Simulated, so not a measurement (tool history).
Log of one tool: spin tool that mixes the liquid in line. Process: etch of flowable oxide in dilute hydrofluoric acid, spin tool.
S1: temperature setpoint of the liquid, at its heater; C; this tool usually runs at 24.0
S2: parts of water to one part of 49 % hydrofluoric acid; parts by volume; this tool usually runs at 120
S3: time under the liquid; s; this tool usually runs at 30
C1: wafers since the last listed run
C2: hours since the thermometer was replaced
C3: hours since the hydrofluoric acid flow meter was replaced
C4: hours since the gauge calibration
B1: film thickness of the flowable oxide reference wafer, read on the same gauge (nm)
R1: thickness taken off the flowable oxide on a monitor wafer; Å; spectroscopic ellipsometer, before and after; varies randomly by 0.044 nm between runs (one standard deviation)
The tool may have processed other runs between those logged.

run	hour	S1	S2	S3	C1	C2	C3	C4	B1	R1
1	0.0	24.0	135	30	0	412.3	409.6	532.7	60.02	91.6
# hour 10.5: hydrofluoric acid flow meter replaced
2	44.0	24.0	135	30	805	456.3	33.5	576.7	59.98	91.7
3	134.3	24.0	135	30	1690	546.6	123.8	667.0	59.97	92.0
4	180.9	24.0	120	40	872	593.2	170.4	713.6	59.99	140.5
5	255.2	24.0	120	30	1391	667.5	244.7	787.9	60.00	105.7
6	297.7	24.0	120	30	795	710.0	287.2	830.4	60.00	105.8
7	370.7	26.0	120	30	1367	783.0	360.2	903.4	59.98	115.0
# hour 462.6: thermometer replaced
8	476.4	24.0	120	30	1960	13.8	465.9	1009.1	60.01	103.6
# hour 480.2: hydrofluoric acid flow meter replaced
9	568.0	24.0	120	30	1696	105.4	87.8	1100.7	60.01	103.9
# hour 625.9: gauge calibrated
10	647.7	24.0	120	30	1492	185.1	167.5	21.8	60.00	103.1
11	728.1	27.5	120	20	1505	265.5	247.9	102.2	59.99	79.8
12	765.2	21.0	145	15	694	302.6	285.0	139.3	59.98	37.7
13	856.5	26.0	75	50	1709	393.9	376.3	230.6	60.00	317.5
14	913.4	19.5	145	15	1065	450.8	433.2	287.5	60.01	35.4
15	951.1	24.0	120	30	705	488.5	470.9	325.2	59.99	104.4
# hour 988.5: hydrofluoric acid flow meter replaced
16	1037.1	24.0	85	30	1591	574.5	48.6	411.2	59.99	155.3
17	1090.1	24.0	120	30	992	627.5	101.6	464.2	60.01	105.4
18	1156.6	19.5	155	50	1245	694.0	168.1	530.7	60.01	110.0
19	1247.4	25.5	180	30	1700	784.8	258.9	621.5	60.01	69.9
20	1290.3	24.0	120	30	803	827.7	301.8	664.4	59.99	106.3
21	1333.2	26.5	90	35	803	870.6	344.7	707.3	59.99	190.9
# hour 1337.5: thermometer replaced
22	1420.4	24.0	120	30	1614	82.9	431.9	794.5	60.00	103.2

Predict each of these 5 candidate next runs independently; none follows another, all start after run 22:
A	1420.8	24.0	120	30	7	83.3	432.3	794.9	?	?
B	1420.8	27.5	135	40	7	83.3	432.3	794.9	?	?
C	1420.8	21.0	180	30	7	83.3	432.3	794.9	?	?
D	1420.8	24.0	150	30	7	83.3	432.3	794.9	?	?
E	1420.8	19.5	120	20	7	83.3	432.3	794.9	?	?

run	B1	R1
A	59.99	103.2
B	59.99	137.2
C	59.99	57.3
D	59.99	79.7
E	59.99	57.5
Take away the tool's hidden state, keep each run's random variation, and the runs would have read:
run	R1
A	102.9
B	136.8
C	57.1
D	79.5
E	57.3

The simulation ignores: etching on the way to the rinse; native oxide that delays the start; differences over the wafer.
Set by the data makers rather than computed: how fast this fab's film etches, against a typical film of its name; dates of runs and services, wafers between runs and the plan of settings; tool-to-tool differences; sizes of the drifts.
